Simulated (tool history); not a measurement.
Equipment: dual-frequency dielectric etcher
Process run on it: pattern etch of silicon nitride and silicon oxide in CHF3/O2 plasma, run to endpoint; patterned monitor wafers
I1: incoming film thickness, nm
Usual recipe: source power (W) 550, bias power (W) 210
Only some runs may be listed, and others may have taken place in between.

Run 1, day 0: usual settings; I1 289.3. Result: endpoint time (s) 190.7.
Run 2, day 2.538: usual settings; I1 289.3. Result: endpoint time (s) 191.5.
Run 3, day 4.396: usual settings; I1 288. Result: endpoint time (s) 191.5.
Run 4, day 7.075: usual settings; I1 289.6. Result: endpoint time (s) 191.
Run 5, day 9.867: usual settings; I1 289.5. Result: endpoint time (s) 191.6.
Run 6, day 11.667: usual settings but source power (W) 450; I1 291. Result: endpoint time (s) 210.5.
Run 7, day 14.208: usual settings but source power (W) 450; I1 290.2. Result: endpoint time (s) 209.8.
Run 8, day 15.288: usual settings but source power (W) 450; I1 289.6. Result: endpoint time (s) 208.5.
Run 9, day 17.442: usual settings but bias power (W) 178; I1 289.3. Result: endpoint time (s) 209.
At day 19.388: wet clean of the chamber.
Run 10, day 19.408: usual settings but bias power (W) 178; I1 287.2. Result: endpoint time (s) 208.9.
Run 11, day 21.125: usual settings; I1 289.8. Result: endpoint time (s) 193.8.
Run 12, day 23.6: usual settings but source power (W) 410; I1 290.5. Result: endpoint time (s) 218.
Run 13, day 25.967: usual settings but source power (W) 420, bias power (W) 252; I1 288.4. Result: endpoint time (s) 197.
Run 14, day 28.608: usual settings but bias power (W) 258; I1 289.3. Result: endpoint time (s) 174.
At day 29.554: bias power generator calibrated.
At day 30.154: upper electrode replaced.
Run 15, day 30.175: usual settings; I1 291.8. Result: endpoint time (s) 192.5.
Run 16, day 32.362: usual settings but bias power (W) 241; I1 289.7. Result: endpoint time (s) 179.8.
Run 17, day 33.721: usual settings but source power (W) 630, bias power (W) 197; I1 291.4. Result: endpoint time (s) 188.4.
At day 34.017: source power generator calibrated.
Run 18, day 36.621: usual settings but source power (W) 410; I1 289.7. Result: endpoint time (s) 216.7.
At day 39.454: wet clean of the chamber.
Run 19, day 39.475: usual settings but source power (W) 590, bias power (W) 176; I1 291.8. Result: endpoint time (s) 204.7.
Run 20, day 40.542: usual settings but source power (W) 430, bias power (W) 239; I1 291.3. Result: endpoint time (s) 202.5.
Run 21, day 43.546: usual settings but source power (W) 610, bias power (W) 182; I1 292.7. Result: endpoint time (s) 198.7.
Run 22, day 45.421: usual settings; I1 290.6. Result: endpoint time (s) 190.2.

Below are 3 alternative next runs, each starting from the tool's condition after run 22. Predict each:
Run A, day 45.442: usual settings but bias power (W) 172; I1 287.1. Result: endpoint time (s) ?.
Run B, day 45.442: usual settings but source power (W) 660, bias power (W) 185; I1 287.1. Result: endpoint time (s) ?.
Run C, day 45.442: usual settings but source power (W) 440, bias power (W) 171; I1 287.1. Result: endpoint time (s) ?.

run  endpoint time (s)
  A              211.1
  B              188.4
  C              233.1
Take away the tool's hidden state, keep each run's random variation, and the runs would have read:
run  endpoint time (s)
  A              211.1
  B              188.4
  C              233.1
